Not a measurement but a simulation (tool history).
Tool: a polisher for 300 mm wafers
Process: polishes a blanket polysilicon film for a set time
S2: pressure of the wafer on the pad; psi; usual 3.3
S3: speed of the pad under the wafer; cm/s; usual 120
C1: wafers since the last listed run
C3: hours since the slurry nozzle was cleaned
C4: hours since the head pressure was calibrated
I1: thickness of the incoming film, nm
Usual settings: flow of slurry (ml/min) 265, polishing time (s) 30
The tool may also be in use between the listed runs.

Run 1, hour 0.0: usual settings but S3 140 cm/s, polishing time (s) 23; C1 0; wafers polished on this pad 1502; C3 721.1; C4 334.5; I1 991.6. Result: film removed (Å) 3221.
Run 2, hour 25.7: usual settings but S3 140 cm/s, polishing time (s) 23; C1 261; wafers polished on this pad 1763; C3 746.8; C4 360.2; I1 992.0. Result: film removed (Å) 3230.
At hour 54.3: slurry nozzle cleaned.
Run 3, hour 79.4: usual settings but S3 142 cm/s, polishing time (s) 33; C1 536; wafers polished on this pad 2300; C3 25.1; C4 413.9; I1 1007.1. Result: film removed (Å) 4688.
At hour 115.2: worn pad replaced by a new one.
Run 4, hour 149.2: usual settings but S3 142 cm/s, polishing time (s) 33; C1 669; wafers polished on this pad 346; C3 94.9; C4 483.7; I1 986.2. Result: film removed (Å) 4618.
At hour 151.2: head pressure recalibrated.
Run 5, hour 190.2: usual settings but S3 142 cm/s, polishing time (s) 33; C1 396; wafers polished on this pad 742; C3 135.9; C4 39.0; I1 992.5. Result: film removed (Å) 4681.
Run 6, hour 240.9: usual settings; C1 515; wafers polished on this pad 1258; C3 186.6; C4 89.7; I1 997.8. Result: film removed (Å) 3626.
Run 7, hour 271.6: usual settings; C1 312; wafers polished on this pad 1571; C3 217.3; C4 120.4; I1 987.2. Result: film removed (Å) 3585.
At hour 326.6: worn pad replaced by a new one.
Run 8, hour 480.4: usual settings; C1 2084; wafers polished on this pad 1565; C3 426.1; C4 329.2; I1 999.5. Result: film removed (Å) 3587.
Run 9, hour 524.3: usual settings but S2 3.8 psi; C1 446; wafers polished on this pad 2012; C3 470.0; C4 373.1; I1 993.2. Result: film removed (Å) 4210.
At hour 541.0: worn pad replaced by a new one.
Run 10, hour 568.3: usual settings but S2 3.8 psi; C1 407; wafers polished on this pad 277; C3 514.0; C4 417.1; I1 992.5. Result: film removed (Å) 4273.
Run 11, hour 638.3: usual settings; C1 712; wafers polished on this pad 990; C3 584.0; C4 487.1; I1 982.6. Result: film removed (Å) 3664.
Run 12, hour 680.2: usual settings but flow of slurry (ml/min) 295, S2 4.4 psi, S3 150 cm/s, polishing time (s) 25; C1 426; wafers polished on this pad 1416; C3 625.9; C4 529.0; I1 972.5. Result: film removed (Å) 5041.
Run 13, hour 721.3: usual settings but S2 2.2 psi, S3 96 cm/s; C1 418; wafers polished on this pad 1834; C3 667.0; C4 570.1; I1 997.6. Result: film removed (Å) 1920.
Run 14, hour 753.4: usual settings; C1 326; wafers polished on this pad 2161; C3 699.1; C4 602.2; I1 981.2. Result: film removed (Å) 3583.
At hour 757.1: slurry nozzle cleaned.
At hour 764.5: head pressure recalibrated.
At hour 764.8: worn pad replaced by a new one.
Run 15, hour 799.4: usual settings but flow of slurry (ml/min) 175; C1 434; wafers polished on this pad 352; C3 42.3; C4 34.9; I1 1006.7. Result: film removed (Å) 3480.
Run 16, hour 853.1: usual settings but S2 3.8 psi, polishing time (s) 26; C1 546; wafers polished on this pad 898; C3 96.0; C4 88.6; I1 997.9. Result: film removed (Å) 3672.
Run 17, hour 913.4: usual settings but S3 106 cm/s; C1 613; wafers polished on this pad 1512; C3 156.3; C4 148.9; I1 983.5. Result: film removed (Å) 3200.
At hour 987.8: worn pad replaced by a new one.
Run 18, hour 1026.8: usual settings but flow of slurry (ml/min) 180, S2 2.6 psi; C1 1113; wafers polished on this pad 396; C3 269.7; C4 262.3; I1 980.8. Result: film removed (Å) 2742.
Run 19, hour 1078.8: usual settings but flow of slurry (ml/min) 295, S2 4.4 psi, S3 150 cm/s, polishing time (s) 25; C1 529; wafers polished on this pad 925; C3 321.7; C4 314.3; I1 993.0. Result: film removed (Å) 5133.
Run 20, hour 1116.3: usual settings; C1 381; wafers polished on this pad 1307; C3 359.2; C4 351.8; I1 983.2. Result: film removed (Å) 3647.
Run 21, hour 1168.9: usual settings; C1 535; wafers polished on this pad 1842; C3 411.8; C4 404.4; I1 979.9. Result: film removed (Å) 3574.
At hour 1225.3: worn pad replaced by a new one.
Run 22, hour 1231.2: usual settings but flow of slurry (ml/min) 325, polishing time (s) 22; C1 593; wafers polished on this pad 60; C3 474.1; C4 466.7; I1 980.7. Result: film removed (Å) 2731.

Forecast each of these 4 alternatives for the next run:
Run A, hour 1231.6: usual settings; C1 4; wafers polished on this pad 64; C3 474.5; C4 467.1; I1 991.2. Result: film removed (Å) ?.
Run B, hour 1231.6: usual settings but S2 4.4 psi; C1 4; wafers polished on this pad 64; C3 474.5; C4 467.1; I1 991.2. Result: film removed (Å) ?.
Run C, hour 1231.6: usual settings but S3 100 cm/s, polishing time (s) 34; C1 4; wafers polished on this pad 64; C3 474.5; C4 467.1; I1 991.2. Result: film removed (Å) ?.
Run D, hour 1231.6: usual settings but flow of slurry (ml/min) 340, S2 3.0 psi; C1 4; wafers polished on this pad 64; C3 474.5; C4 467.1; I1 991.2. Result: film removed (Å) ?.

run  film removed (Å)
  A              3694
  B              4925
  C              3489
  D              3418
Without the tool's hidden state the same runs would have given:
run  film removed (Å)
  A              3694
  B              4925
  C              3489
  D              3418
